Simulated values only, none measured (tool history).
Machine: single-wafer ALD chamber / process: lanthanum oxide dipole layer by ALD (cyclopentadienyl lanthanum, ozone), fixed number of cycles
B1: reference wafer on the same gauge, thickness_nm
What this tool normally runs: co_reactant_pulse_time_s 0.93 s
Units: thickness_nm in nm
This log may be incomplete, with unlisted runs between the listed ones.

Run 1, hour 0: usual settings but co_reactant_pulse_time_s 1.06 s; B1 0.49. Result: thickness_nm 0.49 nm.
Run 2, hour 32.8: usual settings but co_reactant_pulse_time_s 1.06 s; B1 0.49. Result: thickness_nm 0.487 nm.
Run 3, hour 59.4: usual settings but co_reactant_pulse_time_s 1.06 s; B1 0.49. Result: thickness_nm 0.483 nm.
Run 4, hour 75.8: usual settings but co_reactant_pulse_time_s 1.11 s; B1 0.49. Result: thickness_nm 0.499 nm.
Run 5, hour 105.6: usual settings but co_reactant_pulse_time_s 1.11 s; B1 0.49. Result: thickness_nm 0.499 nm.
Run 6, hour 131.4: usual settings but co_reactant_pulse_time_s 1.11 s; B1 0.49. Result: thickness_nm 0.498 nm.
Run 7, hour 163.7: usual settings but co_reactant_pulse_time_s 0.73 s; B1 0.491. Result: thickness_nm 0.371 nm.
Run 8, hour 176.4: usual settings but co_reactant_pulse_time_s 0.73 s; B1 0.491. Result: thickness_nm 0.374 nm.
Run 9, hour 205.6: usual settings but co_reactant_pulse_time_s 0.73 s; B1 0.49. Result: thickness_nm 0.371 nm.
Run 10, hour 231.4: usual settings; B1 0.49. Result: thickness_nm 0.448 nm.
Run 11, hour 299.8: usual settings; B1 0.489. Result: thickness_nm 0.448 nm.
Run 12, hour 335.4: usual settings; B1 0.49. Result: thickness_nm 0.448 nm.
Run 13, hour 362.3: usual settings but co_reactant_pulse_time_s 0.57 s; B1 0.49. Result: thickness_nm 0.282 nm.
Run 14, hour 391.1: usual settings but co_reactant_pulse_time_s 0.8 s; B1 0.489. Result: thickness_nm 0.403 nm.
Run 15, hour 424.1: usual settings but co_reactant_pulse_time_s 0.61 s; B1 0.49. Result: thickness_nm 0.306 nm.
Run 16, hour 460: usual settings but co_reactant_pulse_time_s 1.19 s; B1 0.49. Result: thickness_nm 0.513 nm.
Run 17, hour 483.9: usual settings but co_reactant_pulse_time_s 0.73 s; B1 0.49. Result: thickness_nm 0.444 nm.
Run 18, hour 508.2: usual settings; B1 0.489. Result: thickness_nm 0.513 nm.
Run 19, hour 543.7: usual settings but co_reactant_pulse_time_s 0.72 s; B1 0.489. Result: thickness_nm 0.434 nm.
Run 20, hour 563: usual settings; B1 0.49. Result: thickness_nm 0.509 nm.
Run 21, hour 594: usual settings but co_reactant_pulse_time_s 0.79 s; B1 0.491. Result: thickness_nm 0.46 nm.
Run 22, hour 652.4: usual settings; B1 0.49. Result: thickness_nm 0.502 nm.
Run 23, hour 670.3: usual settings but co_reactant_pulse_time_s 1.26 s; B1 0.49. Result: thickness_nm 0.564 nm.
Run 24, hour 705.5: usual settings but co_reactant_pulse_time_s 1.09 s; B1 0.49. Result: thickness_nm 0.538 nm.
Run 25, hour 737.2: usual settings but co_reactant_pulse_time_s 1.05 s; B1 0.49. Result: thickness_nm 0.525 nm.

Withheld: 4 entries from between the runs. Position of each, and hidden state at the listed run before versus the listed run after:
Between runs 9 and 10: thermocouple changed; heater temperature recalibrated (hour 230.9)
  ozone dose above that of a generator just serviced (%): -20.8 -> -20.9
  measured minus no-state result, thickness_nm: -0.074 -> -0.067 nm
Between runs 10 and 11: showerhead replaced (hour 253.4)
  ozone dose above that of a generator just serviced (%): -20.9 -> -21
  measured minus no-state result, thickness_nm: -0.067 -> -0.067 nm
Between runs 16 and 17: ozone generator serviced (hour 474)
  ozone dose above that of a generator just serviced (%): -21.3 -> -0.759
  measured minus no-state result, thickness_nm: -0.052 -> -0.002 nm
Between runs 17 and 18: gauge calibrated (hour 490.6)
  ozone dose above that of a generator just serviced (%): -0.759 -> -1.48
  measured minus no-state result, thickness_nm: -0.002 -> -0.003 nm
